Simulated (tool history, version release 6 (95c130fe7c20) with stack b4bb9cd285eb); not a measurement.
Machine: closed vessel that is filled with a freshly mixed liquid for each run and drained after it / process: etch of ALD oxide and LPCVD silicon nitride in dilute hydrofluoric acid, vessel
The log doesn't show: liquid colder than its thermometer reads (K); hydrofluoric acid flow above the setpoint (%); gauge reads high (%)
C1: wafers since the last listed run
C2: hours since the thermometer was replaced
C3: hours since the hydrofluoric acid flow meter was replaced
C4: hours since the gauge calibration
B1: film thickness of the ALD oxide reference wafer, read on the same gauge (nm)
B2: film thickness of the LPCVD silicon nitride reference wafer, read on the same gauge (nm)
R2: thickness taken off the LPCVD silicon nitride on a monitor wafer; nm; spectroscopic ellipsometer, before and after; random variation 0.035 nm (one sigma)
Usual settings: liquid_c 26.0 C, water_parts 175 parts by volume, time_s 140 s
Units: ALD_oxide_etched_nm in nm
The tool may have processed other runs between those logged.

run 1 hour=0.0 | liquid_c=26.0 water_parts=175 time_s=140 | C1=0 C2=1872.3 C3=1399.6 C4=554.8 | B1=60.00 B2=130.023 | ALD_oxide_etched_nm=20.18 R2=0.478
run 2 hour=19.2 | liquid_c=26.0 water_parts=175 time_s=140 | C1=1663 C2=1891.5 C3=1418.8 C4=574.0 | B1=60.03 B2=129.987 | ALD_oxide_etched_nm=20.25 R2=0.445
run 3 hour=38.7 | liquid_c=26.0 water_parts=230 time_s=140 | C1=1689 C2=1911.0 C3=1438.3 C4=593.5 | B1=60.00 B2=129.996 | ALD_oxide_etched_nm=14.44 R2=0.313
run 4 hour=58.2 | liquid_c=29.5 water_parts=250 time_s=95 | C1=1689 C2=1930.5 C3=1457.8 C4=613.0 | B1=60.00 B2=130.034 | ALD_oxide_etched_nm=10.31 R2=0.288
run 5 hour=76.2 | liquid_c=26.0 water_parts=200 time_s=140 | C1=1559 C2=1948.5 C3=1475.8 C4=631.0 | B1=59.98 B2=130.025 | ALD_oxide_etched_nm=17.30 R2=0.397
-- hour=85.3 hydrofluoric acid flow meter replaced
run 6 hour=91.9 | liquid_c=26.0 water_parts=230 time_s=140 | C1=1273 C2=1964.2 C3=6.6 C4=646.7 | B1=60.01 B2=130.007 | ALD_oxide_etched_nm=12.58 R2=0.300
run 7 hour=116.3 | liquid_c=24.5 water_parts=175 time_s=140 | C1=2113 C2=1988.6 C3=31.0 C4=671.1 | B1=59.99 B2=130.000 | ALD_oxide_etched_nm=16.34 R2=0.340
-- hour=119.7 thermometer replaced
run 8 hour=175.7 | liquid_c=30.5 water_parts=200 time_s=175 | C1=5059 C2=56.0 C3=90.4 C4=730.5 | B1=60.00 B2=129.984 | ALD_oxide_etched_nm=23.75 R2=0.702
run 9 hour=209.6 | liquid_c=26.0 water_parts=175 time_s=175 | C1=2936 C2=89.9 C3=124.3 C4=764.4 | B1=60.01 B2=129.954 | ALD_oxide_etched_nm=24.15 R2=0.567
run 10 hour=236.3 | liquid_c=28.5 water_parts=175 time_s=65 | C1=2313 C2=116.6 C3=151.0 C4=791.1 | B1=59.99 B2=129.981 | ALD_oxide_etched_nm=9.76 R2=0.251
run 11 hour=259.2 | liquid_c=22.5 water_parts=240 time_s=170 | C1=1983 C2=139.5 C3=173.9 C4=814.0 | B1=60.00 B2=129.992 | ALD_oxide_etched_nm=13.90 R2=0.359
run 12 hour=272.2 | liquid_c=29.0 water_parts=110 time_s=165 | C1=1126 C2=152.5 C3=186.9 C4=827.0 | B1=59.99 B2=130.026 | ALD_oxide_etched_nm=43.18 R2=1.158
run 13 hour=287.9 | liquid_c=22.0 water_parts=175 time_s=85 | C1=1360 C2=168.2 C3=202.6 C4=842.7 | B1=59.99 B2=129.958 | ALD_oxide_etched_nm=9.96 R2=0.249
run 14 hour=304.3 | liquid_c=24.0 water_parts=240 time_s=165 | C1=1420 C2=184.6 C3=219.0 C4=859.1 | B1=60.01 B2=129.990 | ALD_oxide_etched_nm=14.10 R2=0.362
run 15 hour=334.3 | liquid_c=23.0 water_parts=235 time_s=140 | C1=2598 C2=214.6 C3=249.0 C4=889.1 | B1=60.03 B2=130.009 | ALD_oxide_etched_nm=12.07 R2=0.318
run 16 hour=369.2 | liquid_c=22.5 water_parts=175 time_s=140 | C1=3023 C2=249.5 C3=283.9 C4=924.0 | B1=60.00 B2=129.987 | ALD_oxide_etched_nm=16.70 R2=0.347
-- hour=379.1 gauge calibrated
run 17 hour=384.6 | liquid_c=26.0 water_parts=175 time_s=140 | C1=1334 C2=264.9 C3=299.3 C4=5.5 | B1=60.01 B2=129.983 | ALD_oxide_etched_nm=19.31 R2=0.493
run 18 hour=399.2 | liquid_c=30.0 water_parts=220 time_s=120 | C1=1264 C2=279.5 C3=313.9 C4=20.1 | B1=59.99 B2=130.003 | ALD_oxide_etched_nm=14.29 R2=0.430
run 19 hour=431.0 | liquid_c=23.0 water_parts=175 time_s=175 | C1=2754 C2=311.3 C3=345.7 C4=51.9 | B1=60.01 B2=129.998 | ALD_oxide_etched_nm=21.51 R2=0.548
run 20 hour=457.0 | liquid_c=22.0 water_parts=110 time_s=140 | C1=2252 C2=337.3 C3=371.7 C4=77.9 | B1=60.02 B2=129.993 | ALD_oxide_etched_nm=28.37 R2=0.511
run 21 hour=483.4 | liquid_c=26.0 water_parts=255 time_s=70 | C1=2287 C2=363.7 C3=398.1 C4=104.3 | B1=60.00 B2=130.049 | ALD_oxide_etched_nm=6.07 R2=0.161
run 22 hour=511.9 | liquid_c=26.0 water_parts=175 time_s=140 | C1=2469 C2=392.2 C3=426.6 C4=132.8 | B1=59.98 B2=130.035 | ALD_oxide_etched_nm=19.52 R2=0.482
run 23 hour=530.3 | liquid_c=26.0 water_parts=175 time_s=140 | C1=1594 C2=410.6 C3=445.0 C4=151.2 | B1=60.02 B2=129.996 | ALD_oxide_etched_nm=19.12 R2=0.464
run 24 hour=555.3 | liquid_c=26.0 water_parts=205 time_s=195 | C1=2165 C2=435.6 C3=470.0 C4=176.2 | B1=60.01 B2=130.011 | ALD_oxide_etched_nm=22.46 R2=0.622
run 25 hour=578.1 | liquid_c=26.0 water_parts=175 time_s=140 | C1=1975 C2=458.4 C3=492.8 C4=199.0 | B1=59.99 B2=129.971 | ALD_oxide_etched_nm=19.60 R2=0.470
run 26 hour=613.5 | liquid_c=24.0 water_parts=175 time_s=140 | C1=3066 C2=493.8 C3=528.2 C4=234.4 | B1=59.99 B2=130.008 | ALD_oxide_etched_nm=18.10 R2=0.432

What the log doesn't show, run by run:
gauge reads high (%): 0 in every run
H1: liquid colder than its thermometer reads (K)
H2: hydrofluoric acid flow above the setpoint (%)
run=1 H1=2.36 H2=14.6
run=2 H1=2.38 H2=14.8
run=3 H1=2.41 H2=14.9
run=4 H1=2.43 H2=15.1
run=5 H1=2.45 H2=15.3
run=6 H1=2.47 H2=1.17
run=7 H1=2.5 H2=1.37
run=8 H1=0.222 H2=1.87
run=9 H1=0.262 H2=2.15
run=10 H1=0.294 H2=2.37
run=11 H1=0.321 H2=2.56
run=12 H1=0.337 H2=2.67
run=13 H1=0.355 H2=2.8
run=14 H1=0.375 H2=2.93
run=15 H1=0.411 H2=3.18
run=16 H1=0.452 H2=3.47
run=17 H1=0.47 H2=3.6
run=18 H1=0.488 H2=3.72
run=19 H1=0.525 H2=3.98
run=20 H1=0.556 H2=4.2
run=21 H1=0.588 H2=4.42
run=22 H1=0.622 H2=4.65
run=23 H1=0.643 H2=4.8
run=24 H1=0.673 H2=5.01
run=25 H1=0.7 H2=5.2
run=26 H1=0.742 H2=5.49
